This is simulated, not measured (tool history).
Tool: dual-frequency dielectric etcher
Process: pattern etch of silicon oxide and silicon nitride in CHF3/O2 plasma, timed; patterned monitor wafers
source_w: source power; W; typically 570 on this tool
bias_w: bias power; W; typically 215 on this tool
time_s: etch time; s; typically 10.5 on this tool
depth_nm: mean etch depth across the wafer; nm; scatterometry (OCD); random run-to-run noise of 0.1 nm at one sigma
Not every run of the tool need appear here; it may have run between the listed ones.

run	hour	source_w	bias_w	time_s	wafers since the last listed run	hours since the last wet clean	hours since the last source power generator calibration	hours since the last bias power generator calibration	hours since the last upper electrode change	hours since the gauge calibration	read-back reference wafer on the same gauge, depth_nm	depth_nm
1	0	570	215	10.5	0	161.3	2987.7	2010.7	3848.7	2409	15.78	15.35
2	42	570	215	8.5	859	203.3	3029.7	2052.7	3890.7	2451	15.77	12.42
3	112.2	570	215	8.5	1436	273.5	3099.9	2122.9	3960.9	2521.2	15.83	12.39
# hour 150: wet clean of the chamber, repeated, since the last time left the tool worse
4	161.5	570	215	10.5	517	11.5	3149.2	2172.2	4010.2	2570.5	15.79	16.19
5	190	570	179	8.5	583	40	3177.7	2200.7	4038.7	2599	15.78	12.52
# hour 354.1: gauge calibrated
6	388	570	179	8.5	4053	238	3375.7	2398.7	4236.7	33.9	15.8	12.53
7	418.8	570	179	8.5	630	268.8	3406.5	2429.5	4267.5	64.7	15.78	12.34
8	461.4	570	215	10.5	872	311.4	3449.1	2472.1	4310.1	107.3	15.78	16.02
9	529.2	570	215	10.5	1387	379.2	3516.9	2539.9	4377.9	175.1	15.82	16.17
# hour 554.9: upper electrode replaced
10	572.5	570	267	9.5	395	422.5	3560.2	2583.2	17.6	218.4	15.8	15.65
11	627.9	490	163	12	1134	477.9	3615.6	2638.6	73	273.8	15.77	15.67
# hour 643.9: bias power generator calibrated
12	653.1	670	231	11.5	433	503.1	3640.8	9.2	98.2	299	15.83	19.31
# hour 695.7: source power generator calibrated
13	714.9	690	185	11.5	1183	564.9	19.2	71	160	360.8	15.84	18.2
14	772.9	570	241	12.5	1187	622.9	77.2	129	218	418.8	15.8	19.51
# hour 829.1: wet clean of the chamber
15	829.6	570	240	10.5	669	0.5	133.9	185.7	274.7	475.5	15.83	17.09
16	834.5	500	193	8	100	5.4	138.8	190.6	279.6	480.4	15.8	11.55
17	865	530	215	10.5	624	35.9	169.3	221.1	310.1	510.9	15.81	15.93
18	930.1	500	193	8	1332	101	234.4	286.2	375.2	576	15.75	11.39
19	981.8	570	215	10.5	1058	152.7	286.1	337.9	426.9	627.7	15.75	16.28
20	1028.6	570	215	9	957	199.5	332.9	384.7	473.7	674.5	15.85	13.89
21	1098.5	570	215	10.5	1430	269.4	402.8	454.6	543.6	744.4	15.8	16.34
22	1132.4	530	182	10.5	693	303.3	436.7	488.5	577.5	778.3	15.85	14.78
23	1203.3	570	268	8	1451	374.2	507.6	559.4	648.4	849.2	15.83	13.29
24	1262.3	570	215	10.5	1207	433.2	566.6	618.4	707.4	908.2	15.78	16.06
25	1400.2	570	215	10.5	2822	571.1	704.5	756.3	845.3	1046.1	15.77	16.03
# hour 1477.5: wet clean of the chamber
26	1478	670	215	12	1101	0.5	782.3	834.1	923.1	1123.9	15.8	20.09
27	1507.3	630	215	10.5	599	29.8	811.6	863.4	952.4	1153.2	15.78	17.15
28	1570.8	670	262	9	1299	93.3	875.1	926.9	1015.9	1216.7	15.81	16.23

What differs in the tool's unlogged condition from the final listed run ahead of each entry between runs to the first listed run following it?
Between runs 3 and 4: wet clean of the chamber, repeated, since the last time left the tool worse (hour 150)
  etch rate over this chamber's usual, %: -6.77 -> -0.0621
  the result without the hidden state subtracted from the measured one, depth_nm: -0.9 -> -0.01 nm
Between runs 5 and 6: gauge calibrated (hour 354.1)
  etch rate over this chamber's usual, %: -0.183 -> -1.03
  the result without the hidden state subtracted from the measured one, depth_nm: -0.02 -> -0.13 nm
Between runs 9 and 10: upper electrode replaced (hour 554.9)
  etch rate over this chamber's usual, %: -1.63 -> -1.81
  the result without the hidden state subtracted from the measured one, depth_nm: -0.27 -> -0.29 nm
Between runs 11 and 12: bias power generator calibrated (hour 643.9)
  etch rate over this chamber's usual, %: -2.05 -> -2.15
  the result without the hidden state subtracted from the measured one, depth_nm: -0.33 -> -0.42 nm
Between runs 12 and 13: source power generator calibrated (hour 695.7)
  etch rate over this chamber's usual, %: -2.15 -> -2.42
  the result without the hidden state subtracted from the measured one, depth_nm: -0.42 -> -0.45 nm
Between runs 14 and 15: wet clean of the chamber (hour 829.1)
  etch rate over this chamber's usual, %: -2.66 -> 0.279
  the result without the hidden state subtracted from the measured one, depth_nm: -0.54 -> +0.05 nm
Between runs 25 and 26: wet clean of the chamber (hour 1477.5)
  etch rate over this chamber's usual, %: -2.15 -> -0.0766
  the result without the hidden state subtracted from the measured one, depth_nm: -0.35 -> -0.01 nm
